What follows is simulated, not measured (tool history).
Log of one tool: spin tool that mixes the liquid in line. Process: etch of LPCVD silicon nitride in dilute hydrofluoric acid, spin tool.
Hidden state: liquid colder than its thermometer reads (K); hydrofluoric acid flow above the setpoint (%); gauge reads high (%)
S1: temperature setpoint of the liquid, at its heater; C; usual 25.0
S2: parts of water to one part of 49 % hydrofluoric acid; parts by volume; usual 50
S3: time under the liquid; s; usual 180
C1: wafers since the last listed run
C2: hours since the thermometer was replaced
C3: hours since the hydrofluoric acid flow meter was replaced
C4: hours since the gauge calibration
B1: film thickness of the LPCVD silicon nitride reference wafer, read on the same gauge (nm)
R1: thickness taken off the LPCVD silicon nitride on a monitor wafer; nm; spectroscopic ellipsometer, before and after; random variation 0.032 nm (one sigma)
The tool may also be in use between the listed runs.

run 1 hour=0.0 | S1=25.0 S2=65 S3=180 | C1=0 C2=545.0 C3=1178.9 C4=166.4 | B1=60.018 | R1=1.307
run 2 hour=10.1 | S1=25.0 S2=65 S3=180 | C1=77 C2=555.1 C3=1189.0 C4=176.5 | B1=60.037 | R1=1.313
run 3 hour=17.3 | S1=25.0 S2=65 S3=180 | C1=55 C2=562.3 C3=1196.2 C4=183.7 | B1=60.002 | R1=1.301
run 4 hour=35.1 | S1=29.0 S2=50 S3=125 | C1=137 C2=580.1 C3=1214.0 C4=201.5 | B1=59.997 | R1=1.466
run 5 hour=52.2 | S1=29.0 S2=50 S3=125 | C1=131 C2=597.2 C3=1231.1 C4=218.6 | B1=59.984 | R1=1.535
run 6 hour=95.6 | S1=22.0 S2=50 S3=180 | C1=334 C2=640.6 C3=1274.5 C4=262.0 | B1=59.992 | R1=1.360
run 7 hour=103.5 | S1=25.0 S2=50 S3=180 | C1=60 C2=648.5 C3=1282.4 C4=269.9 | B1=59.996 | R1=1.653
-- hour=115.1 thermometer replaced
run 8 hour=115.9 | S1=25.0 S2=50 S3=180 | C1=87 C2=0.8 C3=1294.8 C4=282.3 | B1=59.981 | R1=1.835
run 9 hour=132.6 | S1=25.0 S2=50 S3=180 | C1=128 C2=17.5 C3=1311.5 C4=299.0 | B1=59.999 | R1=1.901
run 10 hour=145.3 | S1=25.0 S2=50 S3=180 | C1=97 C2=30.2 C3=1324.2 C4=311.7 | B1=59.996 | R1=1.917
run 11 hour=163.2 | S1=25.0 S2=50 S3=180 | C1=138 C2=48.1 C3=1342.1 C4=329.6 | B1=60.003 | R1=1.930
run 12 hour=213.9 | S1=25.0 S2=50 S3=180 | C1=391 C2=98.8 C3=1392.8 C4=380.3 | B1=59.989 | R1=1.881
-- hour=218.0 gauge calibrated
run 13 hour=225.9 | S1=23.5 S2=45 S3=70 | C1=92 C2=110.8 C3=1404.8 C4=7.9 | B1=59.977 | R1=0.721
run 14 hour=239.3 | S1=23.0 S2=70 S3=280 | C1=103 C2=124.2 C3=1418.2 C4=21.3 | B1=60.009 | R1=1.796
run 15 hour=252.2 | S1=22.5 S2=35 S3=260 | C1=99 C2=137.1 C3=1431.1 C4=34.2 | B1=60.017 | R1=3.116
run 16 hour=264.1 | S1=25.0 S2=55 S3=180 | C1=91 C2=149.0 C3=1443.0 C4=46.1 | B1=59.992 | R1=1.712
-- hour=271.4 hydrofluoric acid flow meter replaced
run 17 hour=271.9 | S1=25.0 S2=50 S3=120 | C1=52 C2=156.8 C3=0.5 C4=53.9 | B1=60.016 | R1=1.224
run 18 hour=281.4 | S1=25.0 S2=50 S3=180 | C1=73 C2=166.3 C3=10.0 C4=63.4 | B1=60.027 | R1=1.852
run 19 hour=296.6 | S1=29.0 S2=35 S3=220 | C1=117 C2=181.5 C3=25.2 C4=78.6 | B1=59.991 | R1=4.133
run 20 hour=309.8 | S1=22.0 S2=40 S3=130 | C1=101 C2=194.7 C3=38.4 C4=91.8 | B1=60.030 | R1=1.342
run 21 hour=324.2 | S1=28.5 S2=45 S3=245 | C1=111 C2=209.1 C3=52.8 C4=106.2 | B1=59.974 | R1=3.451
run 22 hour=339.8 | S1=21.5 S2=65 S3=255 | C1=120 C2=224.7 C3=68.4 C4=121.8 | B1=60.015 | R1=1.628
run 23 hour=348.4 | S1=25.0 S2=50 S3=180 | C1=66 C2=233.3 C3=77.0 C4=130.4 | B1=59.982 | R1=1.806
run 24 hour=356.6 | S1=25.0 S2=50 S3=180 | C1=63 C2=241.5 C3=85.2 C4=138.6 | B1=60.007 | R1=1.821
run 25 hour=362.8 | S1=28.5 S2=40 S3=180 | C1=47 C2=247.7 C3=91.4 C4=144.8 | B1=59.977 | R1=2.807

Forecast each of these 3 alternatives for the next run:
run A hour=363.3 | S1=25.0 S2=50 S3=285 | C1=3 C2=248.2 C3=91.9 C4=145.3 | B1=? | R1=?
run B hour=363.3 | S1=22.5 S2=25 S3=240 | C1=3 C2=248.2 C3=91.9 C4=145.3 | B1=? | R1=?
run C hour=363.3 | S1=28.0 S2=65 S3=245 | C1=3 C2=248.2 C3=91.9 C4=145.3 | B1=? | R1=?

run=A B1=59.979 R1=2.849
run=B B1=59.979 R1=3.957
run=C B1=59.979 R1=2.310
Without the tool's hidden state the same runs would have given:
run=A R1=3.063
run=B R1=4.264
run=C R1=2.478
